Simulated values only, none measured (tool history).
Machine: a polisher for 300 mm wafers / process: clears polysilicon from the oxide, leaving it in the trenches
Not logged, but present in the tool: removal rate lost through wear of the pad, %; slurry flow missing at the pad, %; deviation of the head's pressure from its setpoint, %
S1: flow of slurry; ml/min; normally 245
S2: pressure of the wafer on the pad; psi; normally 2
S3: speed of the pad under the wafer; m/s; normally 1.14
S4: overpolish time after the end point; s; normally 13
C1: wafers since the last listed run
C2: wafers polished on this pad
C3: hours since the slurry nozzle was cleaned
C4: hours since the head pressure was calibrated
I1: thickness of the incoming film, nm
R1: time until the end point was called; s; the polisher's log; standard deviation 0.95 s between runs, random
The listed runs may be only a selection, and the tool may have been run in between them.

| run | day | S1 | S2 | S3 | S4 | C1 | C2 | C3 | C4 | I1 | R1 |
|---|---|---|---|---|---|---|---|---|---|---|---|
| 1 | 0 | 245 | 2 | 1.14 | 13 | 0 | 0 | 45.2 | 703.3 | 717.3 | 69.6 |
| 2 | 2.117 | 245 | 2 | 1.14 | 13 | 294 | 295 | 96 | 754.1 | 707.1 | 70.8 |
| 3 | 9.608 | 245 | 2 | 1.14 | 13 | 1043 | 1339 | 275.8 | 933.9 | 699.1 | 71.2 |
|  | 10.821 | worn pad replaced by a new one |
| 4 | 11.458 | 245 | 2 | 1.14 | 13 | 234 | 88 | 320.2 | 978.3 | 714.3 | 69.8 |
| 5 | 13.333 | 245 | 2 | 1.14 | 13 | 261 | 349 | 365.2 | 1023.3 | 707.6 | 68.6 |
| 6 | 16.533 | 245 | 2 | 1.14 | 13 | 445 | 795 | 442 | 1100.1 | 714.5 | 71.5 |
| 7 | 18.788 | 195 | 2 | 1.14 | 13 | 313 | 1109 | 496.1 | 1154.2 | 716.3 | 75.5 |
| 8 | 22.179 | 195 | 2 | 1.14 | 13 | 472 | 1582 | 577.5 | 1235.6 | 701.4 | 75.3 |
|  | 22.471 | worn pad replaced by a new one |
|  | 25.342 | head pressure recalibrated |
| 9 | 25.362 | 245 | 2 | 1.14 | 13 | 408 | 391 | 653.9 | 0.5 | 707.7 | 69.5 |
|  | 28.838 | slurry nozzle cleaned |
|  | 33.396 | worn pad replaced by a new one |
| 10 | 34.196 | 245 | 2.2 | 1.14 | 13 | 1201 | 111 | 128.6 | 212.5 | 711.8 | 67 |
| 11 | 37.629 | 245 | 2 | 1 | 13 | 478 | 589 | 211 | 294.9 | 710.1 | 79.7 |
| 12 | 40.392 | 245 | 2 | 1.14 | 13 | 384 | 974 | 277.3 | 361.2 | 700.2 | 71.6 |
|  | 43.683 | worn pad replaced by a new one |
| 13 | 44.754 | 245 | 2 | 1.48 | 13 | 584 | 149 | 382 | 465.9 | 721.1 | 59.9 |
| 14 | 48.021 | 285 | 2 | 0.78 | 13 | 455 | 604 | 460.4 | 544.3 | 707.9 | 89.3 |
| 15 | 50.867 | 245 | 2 | 1.14 | 13 | 396 | 1000 | 528.7 | 612.6 | 713 | 72.7 |
| 16 | 52.458 | 325 | 2.7 | 1.5 | 13 | 221 | 1222 | 566.9 | 650.8 | 695.2 | 48 |
|  | 54.229 | worn pad replaced by a new one |
| 17 | 55.729 | 245 | 2 | 1.14 | 13 | 432 | 208 | 645.4 | 729.3 | 699.5 | 68.4 |

For some of the steps in R1 from one run to the next: how much would appear even if the tool had no hidden state, given the settings, what came in and random variation, and how much remains for the hidden state plus any gauge scatter that the measured result and the result without hidden state don't share?
Run 8 -> 9: S1 195 -> 245, worn pad replaced by a new one, head pressure recalibrated. R1 -5.8 s: hidden state -4.9, all else -0.9.
Run 13 -> 14: S1 245 -> 285, S3 1.48 -> 0.78. R1 +29.4 s: hidden state +0.9, all else +28.5.
